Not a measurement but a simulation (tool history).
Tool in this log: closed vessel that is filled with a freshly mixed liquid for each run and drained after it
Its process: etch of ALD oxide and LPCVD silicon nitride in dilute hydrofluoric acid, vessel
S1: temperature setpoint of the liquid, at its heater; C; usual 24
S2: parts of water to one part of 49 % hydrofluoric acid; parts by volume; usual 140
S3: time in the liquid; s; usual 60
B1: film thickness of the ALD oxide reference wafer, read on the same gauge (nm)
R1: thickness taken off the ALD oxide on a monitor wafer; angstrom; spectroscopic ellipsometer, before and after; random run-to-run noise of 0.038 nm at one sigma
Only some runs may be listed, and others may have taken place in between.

run,day,S1,S2,S3,B1,R1
1,0,24,140,60,100,112.4
# day 1.892: thermometer replaced
2,2.188,24,140,45,100,84.3
3,4.717,21,140,30,100.01,50.1
4,8.275,24,115,60,100,141.1
5,9.929,20,185,35,99.98,40.5
6,11.979,24,140,60,100.02,112.8
7,13.396,26,140,60,99.99,120.4
8,20.375,24,140,40,100.01,74.4
9,21.946,24,140,60,100,111.7
10,23.908,24,140,60,99.99,111.6
# day 27.171: hydrofluoric acid flow meter replaced
# day 27.421: gauge calibrated
11,31.483,22.5,200,75,100,88.6
12,33.15,24,140,60,100,115.2
13,35.812,24,140,60,100,114.7
14,37.525,25.5,140,75,99.99,152.3
15,38.846,24,140,85,100.01,162
16,41.758,22,70,60,100,229.7
17,44.496,22,115,60,100.02,133.4
18,46.267,21.5,205,75,99.99,82.3
19,49.071,24,140,60,99.98,114
20,50.675,26.5,180,40,99.99,62.2
21,53.046,21.5,140,90,99.99,155.3
22,55.588,24,140,70,99.99,132.6
23,60.692,24,140,50,100.03,94.7
24,61.938,21,140,45,100,75.4
25,63.125,24,70,60,100.03,247.2
26,69.583,22.5,70,60,100.01,232.7

Below are 4 alternative next runs, each starting from the tool's condition after run 26. Predict each:
A,69.612,24,210,60,?,?
B,69.612,26,170,60,?,?
C,69.612,28,180,60,?,?
D,69.612,24,100,60,?,?

run,B1,R1
A,100.01,69.4
B,100.01,96.5
C,100.01,96.8
D,100.01,165.4
With the hidden condition removed and each run's random variation left untouched, the same runs would have given:
run,R1
A,70.7
B,98.3
C,98.7
D,168.4
